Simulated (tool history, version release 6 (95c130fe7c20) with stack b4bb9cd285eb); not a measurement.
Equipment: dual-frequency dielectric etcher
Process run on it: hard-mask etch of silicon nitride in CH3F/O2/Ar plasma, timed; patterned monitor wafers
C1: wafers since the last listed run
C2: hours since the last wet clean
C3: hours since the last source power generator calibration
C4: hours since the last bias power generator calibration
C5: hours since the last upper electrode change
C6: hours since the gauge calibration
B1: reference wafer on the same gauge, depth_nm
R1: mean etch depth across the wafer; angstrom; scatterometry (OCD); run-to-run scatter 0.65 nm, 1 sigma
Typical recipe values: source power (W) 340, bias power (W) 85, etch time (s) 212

{"run": 1, "hour": 0.0, "source power (W)": 340, "bias power (W)": 85, "etch time (s)": 212, "C1": 0, "C2": 30.4, "C3": 2755.7, "C4": 1090.8, "C5": 2506.9, "C6": 197.5, "B1": 142, "R1": 1364}
{"run": 2, "hour": 20.6, "source power (W)": 340, "bias power (W)": 85, "etch time (s)": 212, "C1": 175, "C2": 51, "C3": 2776.3, "C4": 1111.4, "C5": 2527.5, "C6": 218.1, "B1": 142.1, "R1": 1364}
{"run": 3, "hour": 46.6, "source power (W)": 340, "bias power (W)": 85, "etch time (s)": 212, "C1": 221, "C2": 77, "C3": 2802.3, "C4": 1137.4, "C5": 2553.5, "C6": 244.1, "B1": 142.1, "R1": 1368}
{"run": 4, "hour": 66.7, "source power (W)": 340, "bias power (W)": 85, "etch time (s)": 212, "C1": 171, "C2": 97.1, "C3": 2822.4, "C4": 1157.5, "C5": 2573.6, "C6": 264.2, "B1": 142, "R1": 1356}
{"run": 5, "hour": 99.3, "source power (W)": 340, "bias power (W)": 85, "etch time (s)": 212, "C1": 278, "C2": 129.7, "C3": 2855, "C4": 1190.1, "C5": 2606.2, "C6": 296.8, "B1": 142, "R1": 1342}
{"run": 6, "hour": 134.7, "source power (W)": 340, "bias power (W)": 89, "etch time (s)": 212, "C1": 302, "C2": 165.1, "C3": 2890.4, "C4": 1225.5, "C5": 2641.6, "C6": 332.2, "B1": 141.9, "R1": 1374}
{"run": 7, "hour": 155.3, "source power (W)": 340, "bias power (W)": 89, "etch time (s)": 212, "C1": 175, "C2": 185.7, "C3": 2911, "C4": 1246.1, "C5": 2662.2, "C6": 352.8, "B1": 141.9, "R1": 1365}
{"run": 8, "hour": 179.6, "source power (W)": 340, "bias power (W)": 89, "etch time (s)": 212, "C1": 207, "C2": 210, "C3": 2935.3, "C4": 1270.4, "C5": 2686.5, "C6": 377.1, "B1": 141.9, "R1": 1365}
{"run": 9, "hour": 198.5, "source power (W)": 340, "bias power (W)": 85, "etch time (s)": 212, "C1": 161, "C2": 228.9, "C3": 2954.2, "C4": 1289.3, "C5": 2705.4, "C6": 396, "B1": 142.2, "R1": 1337}
{"run": 10, "hour": 218.9, "source power (W)": 380, "bias power (W)": 85, "etch time (s)": 212, "C1": 174, "C2": 249.3, "C3": 2974.6, "C4": 1309.7, "C5": 2725.8, "C6": 416.4, "B1": 142, "R1": 1409}
{"run": 11, "hour": 245.1, "source power (W)": 380, "bias power (W)": 85, "etch time (s)": 212, "C1": 223, "C2": 275.5, "C3": 3000.8, "C4": 1335.9, "C5": 2752, "C6": 442.6, "B1": 142, "R1": 1405}
{"hour": 309.0, "done": "upper electrode replaced"}
{"run": 12, "hour": 333.9, "source power (W)": 340, "bias power (W)": 85, "etch time (s)": 212, "C1": 552, "C2": 364.3, "C3": 3089.6, "C4": 1424.7, "C5": 24.9, "C6": 531.4, "B1": 141.8, "R1": 1327}
{"run": 13, "hour": 354.6, "source power (W)": 280, "bias power (W)": 85, "etch time (s)": 212, "C1": 176, "C2": 385, "C3": 3110.3, "C4": 1445.4, "C5": 45.6, "C6": 552.1, "B1": 142, "R1": 1195}
{"run": 14, "hour": 368.4, "source power (W)": 280, "bias power (W)": 85, "etch time (s)": 212, "C1": 117, "C2": 398.8, "C3": 3124.1, "C4": 1459.2, "C5": 59.4, "C6": 565.9, "B1": 142.1, "R1": 1202}
{"run": 15, "hour": 395.8, "source power (W)": 340, "bias power (W)": 85, "etch time (s)": 212, "C1": 233, "C2": 426.2, "C3": 3151.5, "C4": 1486.6, "C5": 86.8, "C6": 593.3, "B1": 141.8, "R1": 1323}
{"hour": 434.8, "done": "source power generator calibrated"}
{"run": 16, "hour": 435.3, "source power (W)": 300, "bias power (W)": 99, "etch time (s)": 156, "C1": 302, "C2": 465.7, "C3": 0.5, "C4": 1526.1, "C5": 126.3, "C6": 632.8, "B1": 142, "R1": 982}
{"run": 17, "hour": 447.9, "source power (W)": 290, "bias power (W)": 68, "etch time (s)": 186.5, "C1": 107, "C2": 478.3, "C3": 13.1, "C4": 1538.7, "C5": 138.9, "C6": 645.4, "B1": 142, "R1": 972}
{"hour": 454.9, "done": "bias power generator calibrated"}
{"run": 18, "hour": 460.0, "source power (W)": 290, "bias power (W)": 85, "etch time (s)": 247.5, "C1": 69, "C2": 490.4, "C3": 25.2, "C4": 5.1, "C5": 151, "C6": 657.5, "B1": 142, "R1": 1426}
{"run": 19, "hour": 481.4, "source power (W)": 280, "bias power (W)": 95, "etch time (s)": 194.5, "C1": 182, "C2": 511.8, "C3": 46.6, "C4": 26.5, "C5": 172.4, "C6": 678.9, "B1": 141.9, "R1": 1148}
{"run": 20, "hour": 505.2, "source power (W)": 340, "bias power (W)": 85, "etch time (s)": 212, "C1": 203, "C2": 535.6, "C3": 70.4, "C4": 50.3, "C5": 196.2, "C6": 702.7, "B1": 142, "R1": 1304}
{"hour": 542.8, "done": "wet clean of the chamber"}
{"run": 21, "hour": 543.3, "source power (W)": 340, "bias power (W)": 91, "etch time (s)": 178, "C1": 120, "C2": 0.5, "C3": 108.5, "C4": 88.4, "C5": 234.3, "C6": 740.8, "B1": 142, "R1": 1171}
{"run": 22, "hour": 543.7, "source power (W)": 340, "bias power (W)": 85, "etch time (s)": 212, "C1": 3, "C2": 0.9, "C3": 108.9, "C4": 88.8, "C5": 234.7, "C6": 741.2, "B1": 141.9, "R1": 1351}
{"hour": 547.9, "done": "gauge calibrated"}
{"run": 23, "hour": 570.9, "source power (W)": 340, "bias power (W)": 85, "etch time (s)": 212, "C1": 232, "C2": 28.1, "C3": 136.1, "C4": 116, "C5": 261.9, "C6": 23, "B1": 142, "R1": 1352}
{"run": 24, "hour": 584.0, "source power (W)": 410, "bias power (W)": 85, "etch time (s)": 212, "C1": 111, "C2": 41.2, "C3": 149.2, "C4": 129.1, "C5": 275, "C6": 36.1, "B1": 142.1, "R1": 1478}
{"run": 25, "hour": 616.8, "source power (W)": 320, "bias power (W)": 105, "etch time (s)": 229, "C1": 279, "C2": 74, "C3": 182, "C4": 161.9, "C5": 307.8, "C6": 68.9, "B1": 142.2, "R1": 1556}
{"run": 26, "hour": 634.5, "source power (W)": 400, "bias power (W)": 91, "etch time (s)": 212, "C1": 151, "C2": 91.7, "C3": 199.7, "C4": 179.6, "C5": 325.5, "C6": 86.6, "B1": 142, "R1": 1489}
{"run": 27, "hour": 651.0, "source power (W)": 340, "bias power (W)": 78, "etch time (s)": 274, "C1": 140, "C2": 108.2, "C3": 216.2, "C4": 196.1, "C5": 342, "C6": 103.1, "B1": 142, "R1": 1662}
{"run": 28, "hour": 683.9, "source power (W)": 340, "bias power (W)": 85, "etch time (s)": 212, "C1": 280, "C2": 141.1, "C3": 249.1, "C4": 229, "C5": 374.9, "C6": 136, "B1": 142, "R1": 1343}
{"run": 29, "hour": 708.7, "source power (W)": 290, "bias power (W)": 103, "etch time (s)": 212, "C1": 211, "C2": 165.9, "C3": 273.9, "C4": 253.8, "C5": 399.7, "C6": 160.8, "B1": 141.9, "R1": 1343}
{"run": 30, "hour": 731.0, "source power (W)": 340, "bias power (W)": 85, "etch time (s)": 212, "C1": 190, "C2": 188.2, "C3": 296.2, "C4": 276.1, "C5": 422, "C6": 183.1, "B1": 142, "R1": 1335}

For each run, the measured value with the value that run would have given without the tool's hidden condition subtracted. The run-to-run variation is shared by both, the gauge scatter possibly not:
The hidden state here: etch rate over this chamber's usual, %; source power that arrives over what is set, %; bias power that arrives over what is set, %; gauge reads high (%).
run=1 R1=+1
run=2 R1=-1
run=3 R1=-4
run=4 R1=-7
run=5 R1=-10
run=6 R1=-14
run=7 R1=-16
run=8 R1=-20
run=9 R1=-21
run=10 R1=-24
run=11 R1=-28
run=12 R1=-36
run=13 R1=-36
run=14 R1=-37
run=15 R1=-44
run=16 R1=-36
run=17 R1=-37
run=18 R1=-56
run=19 R1=-47
run=20 R1=-57
run=21 R1=-6
run=22 R1=-7
run=23 R1=-10
run=24 R1=-12
run=25 R1=-17
run=26 R1=-19
run=27 R1=-24
run=28 R1=-24
run=29 R1=-26
run=30 R1=-29
